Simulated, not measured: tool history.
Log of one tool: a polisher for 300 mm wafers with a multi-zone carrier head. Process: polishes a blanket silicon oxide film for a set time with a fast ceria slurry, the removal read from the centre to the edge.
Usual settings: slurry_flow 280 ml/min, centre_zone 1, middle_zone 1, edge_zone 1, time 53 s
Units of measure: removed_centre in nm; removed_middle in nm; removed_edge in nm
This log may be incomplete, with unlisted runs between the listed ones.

| run | day | slurry_flow | centre_zone | middle_zone | edge_zone | time | incoming thickness of the incoming film, nm | removed_centre | removed_middle | removed_edge |
|---|---|---|---|---|---|---|---|---|---|---|
| 1 | 0 | 280 | 1 | 1 | 1 | 53 | 3957.4 | 656.7 | 656.4 | 674 |
| 2 | 3.646 | 280 | 1 | 1 | 1 | 53 | 3956 | 647.8 | 629.7 | 656.6 |
|  | 6.154 | worn pad replaced by a new one |
| 3 | 7.096 | 260 | 1.07 | 1 | 1 | 53 | 4061.2 | 675.8 | 607.5 | 646.9 |
| 4 | 9.496 | 280 | 1 | 1 | 1 | 53 | 4055.3 | 619.8 | 613 | 664.9 |
| 5 | 11.917 | 280 | 1 | 1 | 1 | 53 | 4038.1 | 605.4 | 611.7 | 650.4 |
|  | 13.7 | edge zone pressure recalibrated |
|  | 15.008 | centre zone pressure recalibrated |
| 6 | 15.642 | 280 | 1 | 1 | 1 | 53 | 3935.2 | 604.2 | 583.1 | 634.5 |
|  | 15.796 | slurry nozzle cleaned |
| 7 | 19.125 | 280 | 1 | 1 | 1 | 53 | 3969.7 | 684.2 | 669.4 | 685.9 |
| 8 | 23.075 | 280 | 1 | 1 | 1 | 53 | 4061.3 | 664.8 | 661.1 | 682.2 |
| 9 | 25.812 | 280 | 1 | 1 | 1.09 | 53 | 4056.1 | 668.2 | 648.7 | 709.6 |
|  | 28.517 | worn pad replaced by a new one |
| 10 | 29.338 | 280 | 1.06 | 1 | 1 | 69 | 3992.2 | 898 | 829.8 | 866.3 |
|  | 29.65 | carrier head's membrane replaced by a new one |
| 11 | 33.404 | 280 | 1 | 1 | 1 | 53 | 3996.9 | 655.3 | 634.1 | 653 |
| 12 | 35.075 | 280 | 1 | 1.08 | 0.94 | 53 | 4012.4 | 636.9 | 669.7 | 657.4 |
|  | 36.6 | edge zone pressure recalibrated |
| 13 | 36.671 | 280 | 0.93 | 0.95 | 1 | 53 | 4022.9 | 572.8 | 610.3 | 650.4 |

Forecast run 14:
| 14 | 40.508 | 280 | 1 | 1.07 | 1.04 | 45 | 4040.9 | ? | ? | ? |

removed_centre: 531.4 nm
removed_middle: 544.3 nm
removed_edge: 563.8 nm
The same run, on a tool lacking any hidden state, would have yielded removed_centre 595 nm, removed_middle 602.3 nm, removed_edge 607.5 nm.
